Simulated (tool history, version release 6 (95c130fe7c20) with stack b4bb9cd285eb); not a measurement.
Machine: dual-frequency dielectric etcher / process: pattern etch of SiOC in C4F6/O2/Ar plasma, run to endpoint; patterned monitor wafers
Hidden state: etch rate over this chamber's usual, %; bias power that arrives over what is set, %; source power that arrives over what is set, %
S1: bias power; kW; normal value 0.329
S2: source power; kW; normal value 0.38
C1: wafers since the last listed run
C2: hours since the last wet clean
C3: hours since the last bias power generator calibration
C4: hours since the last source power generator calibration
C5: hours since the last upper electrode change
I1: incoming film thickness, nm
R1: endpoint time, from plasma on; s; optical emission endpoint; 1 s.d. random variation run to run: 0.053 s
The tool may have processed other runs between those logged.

{"run": 1, "hour": 0.0, "S1": 0.329, "S2": 0.42, "C1": 0, "C2": 398.4, "C3": 4108.3, "C4": 4410.4, "C5": 3859.2, "I1": 46.45, "R1": 16.6}
{"hour": 4.7, "done": "wet clean of the chamber"}
{"run": 2, "hour": 46.7, "S1": 0.329, "S2": 0.42, "C1": 517, "C2": 42, "C3": 4155, "C4": 4457.1, "C5": 3905.9, "I1": 45.77, "R1": 16.7}
{"run": 3, "hour": 126.3, "S1": 0.329, "S2": 0.41, "C1": 980, "C2": 121.6, "C3": 4234.6, "C4": 4536.7, "C5": 3985.5, "I1": 45.79, "R1": 16.7}
{"run": 4, "hour": 175.5, "S1": 0.329, "S2": 0.38, "C1": 605, "C2": 170.8, "C3": 4283.8, "C4": 4585.9, "C5": 4034.7, "I1": 46.01, "R1": 17.5}
{"run": 5, "hour": 259.0, "S1": 0.329, "S2": 0.38, "C1": 1028, "C2": 254.3, "C3": 4367.3, "C4": 4669.4, "C5": 4118.2, "I1": 45.72, "R1": 17.4}
{"run": 6, "hour": 325.8, "S1": 0.329, "S2": 0.38, "C1": 822, "C2": 321.1, "C3": 4434.1, "C4": 4736.2, "C5": 4185, "I1": 46.27, "R1": 17.5}
{"hour": 350.2, "done": "wet clean of the chamber"}
{"run": 7, "hour": 413.6, "S1": 0.282, "S2": 0.38, "C1": 785, "C2": 63.4, "C3": 4521.9, "C4": 4824, "C5": 4272.8, "I1": 46.02, "R1": 18.4}
{"run": 8, "hour": 493.7, "S1": 0.282, "S2": 0.38, "C1": 986, "C2": 143.5, "C3": 4602, "C4": 4904.1, "C5": 4352.9, "I1": 45.93, "R1": 18.3}
{"hour": 517.7, "done": "bias power generator calibrated"}
{"run": 9, "hour": 545.6, "S1": 0.355, "S2": 0.32, "C1": 589, "C2": 195.4, "C3": 27.9, "C4": 4956, "C5": 4404.8, "I1": 46.06, "R1": 18.7}
{"hour": 600.0, "done": "source power generator calibrated"}
{"run": 10, "hour": 691.2, "S1": 0.26, "S2": 0.47, "C1": 1743, "C2": 341, "C3": 173.5, "C4": 91.2, "C5": 4550.4, "I1": 45.65, "R1": 16.4}
{"hour": 716.1, "done": "wet clean of the chamber"}
{"run": 11, "hour": 780.5, "S1": 0.387, "S2": 0.41, "C1": 804, "C2": 64.4, "C3": 262.8, "C4": 180.5, "C5": 4639.7, "I1": 45.65, "R1": 16}
{"hour": 832.1, "done": "upper electrode replaced"}
{"run": 12, "hour": 856.8, "S1": 0.329, "S2": 0.38, "C1": 644, "C2": 140.7, "C3": 339.1, "C4": 256.8, "C5": 24.7, "I1": 45.86, "R1": 17.4}
{"run": 13, "hour": 903.1, "S1": 0.278, "S2": 0.28, "C1": 570, "C2": 187, "C3": 385.4, "C4": 303.1, "C5": 71, "I1": 46.21, "R1": 22}
{"run": 14, "hour": 966.3, "S1": 0.278, "S2": 0.34, "C1": 778, "C2": 250.2, "C3": 448.6, "C4": 366.3, "C5": 134.2, "I1": 46.03, "R1": 19.4}
{"run": 15, "hour": 1011.5, "S1": 0.329, "S2": 0.38, "C1": 556, "C2": 295.4, "C3": 493.8, "C4": 411.5, "C5": 179.4, "I1": 45.86, "R1": 17.2}
{"hour": 1082.5, "done": "wet clean of the chamber"}
{"run": 16, "hour": 1110.8, "S1": 0.255, "S2": 0.46, "C1": 927, "C2": 28.3, "C3": 593.1, "C4": 510.8, "C5": 278.7, "I1": 46.4, "R1": 17.3}

Some steps in R1 between neighbouring runs. How much of each would the tool show without its hidden state too (settings, what came in, random variation), and how much is left for the hidden state, with any gauge scatter that isn't in both results?
Run 1 -> 2: wet clean of the chamber. R1 +0.1 s: hidden state +0.4, all else -0.3.
Run 12 -> 13: S1 0.329 -> 0.278, S2 0.38 -> 0.28. R1 +4.6 s: hidden state -0.1, all else +4.7.

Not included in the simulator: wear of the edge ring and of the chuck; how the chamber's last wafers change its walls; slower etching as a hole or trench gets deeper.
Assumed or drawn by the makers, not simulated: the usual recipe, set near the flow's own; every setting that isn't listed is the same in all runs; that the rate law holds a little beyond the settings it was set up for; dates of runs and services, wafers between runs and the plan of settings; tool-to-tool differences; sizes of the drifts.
